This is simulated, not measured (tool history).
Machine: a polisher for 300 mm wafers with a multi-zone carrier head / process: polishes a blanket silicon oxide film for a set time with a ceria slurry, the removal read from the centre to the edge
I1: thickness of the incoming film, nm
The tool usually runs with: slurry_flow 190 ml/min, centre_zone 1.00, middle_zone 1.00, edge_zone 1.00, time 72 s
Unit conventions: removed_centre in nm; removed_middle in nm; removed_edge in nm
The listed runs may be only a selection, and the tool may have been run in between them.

Run 1, hour 0.0: usual settings; I1 1006.1. Result: removed_centre 272.3 nm, removed_middle 257.8 nm, removed_edge 263.1 nm.
Run 2, hour 28.7: usual settings; I1 1020.1. Result: removed_centre 272.8 nm, removed_middle 256.6 nm, removed_edge 261.8 nm.
Run 3, hour 46.6: usual settings; I1 1021.8. Result: removed_centre 270.1 nm, removed_middle 257.9 nm, removed_edge 263.7 nm.
Run 4, hour 73.0: usual settings but edge_zone 0.97; I1 1034.2. Result: removed_centre 270.2 nm, removed_middle 257.3 nm, removed_edge 259.5 nm.
Run 5, hour 175.4: usual settings but edge_zone 0.97; I1 1020.0. Result: removed_centre 272.2 nm, removed_middle 255.9 nm, removed_edge 260.2 nm.
Run 6, hour 203.2: usual settings; I1 1009.4. Result: removed_centre 270.1 nm, removed_middle 258.8 nm, removed_edge 264.3 nm.
Run 7, hour 229.4: usual settings; I1 1032.0. Result: removed_centre 273.3 nm, removed_middle 257.9 nm, removed_edge 267.9 nm.
Run 8, hour 246.0: usual settings; I1 1039.0. Result: removed_centre 272.0 nm, removed_middle 256.8 nm, removed_edge 260.7 nm.
Run 9, hour 265.6: usual settings; I1 1034.6. Result: removed_centre 275.8 nm, removed_middle 260.5 nm, removed_edge 262.4 nm.
Run 10, hour 296.5: usual settings; I1 1021.0. Result: removed_centre 271.8 nm, removed_middle 256.5 nm, removed_edge 261.3 nm.
Run 11, hour 318.5: usual settings but slurry_flow 255 ml/min, time 85 s; I1 1015.0. Result: removed_centre 334.7 nm, removed_middle 314.0 nm, removed_edge 318.6 nm.
Run 12, hour 342.9: usual settings but centre_zone 0.89, edge_zone 0.94, time 48 s; I1 1011.1. Result: removed_centre 163.7 nm, removed_middle 173.1 nm, removed_edge 168.5 nm.
Run 13, hour 369.2: usual settings; I1 1008.3. Result: removed_centre 271.3 nm, removed_middle 255.5 nm, removed_edge 266.6 nm.
Run 14, hour 394.3: usual settings; I1 1017.2. Result: removed_centre 271.8 nm, removed_middle 254.1 nm, removed_edge 262.5 nm.
Run 15, hour 417.6: usual settings but middle_zone 1.12; I1 1030.1. Result: removed_centre 273.0 nm, removed_middle 286.2 nm, removed_edge 262.6 nm.
Run 16, hour 452.3: usual settings but slurry_flow 245 ml/min; I1 1028.7. Result: removed_centre 276.3 nm, removed_middle 261.9 nm, removed_edge 268.1 nm.
Run 17, hour 471.9: usual settings but centre_zone 0.97, time 54 s; I1 1010.6. Result: removed_centre 198.3 nm, removed_middle 192.1 nm, removed_edge 199.8 nm.
Run 18, hour 500.9: usual settings but centre_zone 1.09; I1 1036.2. Result: removed_centre 293.3 nm, removed_middle 256.9 nm, removed_edge 264.4 nm.
Run 19, hour 535.4: usual settings but edge_zone 1.08; I1 1014.3. Result: removed_centre 270.9 nm, removed_middle 259.3 nm, removed_edge 272.1 nm.
Run 20, hour 550.3: usual settings but edge_zone 1.12; I1 1025.2. Result: removed_centre 271.4 nm, removed_middle 256.0 nm, removed_edge 275.9 nm.
Run 21, hour 577.8: usual settings but slurry_flow 140 ml/min, centre_zone 1.08, middle_zone 1.09, time 57 s; I1 1036.4. Result: removed_centre 225.1 nm, removed_middle 211.3 nm, removed_edge 203.4 nm.

Taken out of this log: 10 entries between the listed runs. Where each belongs, and how the hidden state differs across it:
Logged between run 3 and run 4: slurry nozzle cleaned (hour 68.9)
  no difference in the tool's unlogged condition between these two runs
Logged between run 4 and run 5: worn pad replaced by a new one (hour 86.1)
  no difference in the tool's unlogged condition between these two runs
Logged between run 6 and run 7: worn pad replaced by a new one (hour 214.1)
  no difference in the tool's unlogged condition between these two runs
Logged between run 7 and run 8: edge zone pressure recalibrated (hour 242.5); centre zone pressure recalibrated (hour 243.5)
  no difference in the tool's unlogged condition between these two runs
Logged between run 9 and run 10: carrier head's membrane replaced by a new one (hour 288.0)
  no difference in the tool's unlogged condition between these two runs
Logged between run 11 and run 12: worn pad replaced by a new one (hour 342.4)
  no difference in the tool's unlogged condition between these two runs
Logged between run 12 and run 13: slurry nozzle cleaned (hour 364.2)
  no difference in the tool's unlogged condition between these two runs
Logged between run 15 and run 16: worn pad replaced by a new one (hour 445.1)
  no difference in the tool's unlogged condition between these two runs
Logged between run 19 and run 20: worn pad replaced by a new one (hour 543.9)
  no difference in the tool's unlogged condition between these two runs

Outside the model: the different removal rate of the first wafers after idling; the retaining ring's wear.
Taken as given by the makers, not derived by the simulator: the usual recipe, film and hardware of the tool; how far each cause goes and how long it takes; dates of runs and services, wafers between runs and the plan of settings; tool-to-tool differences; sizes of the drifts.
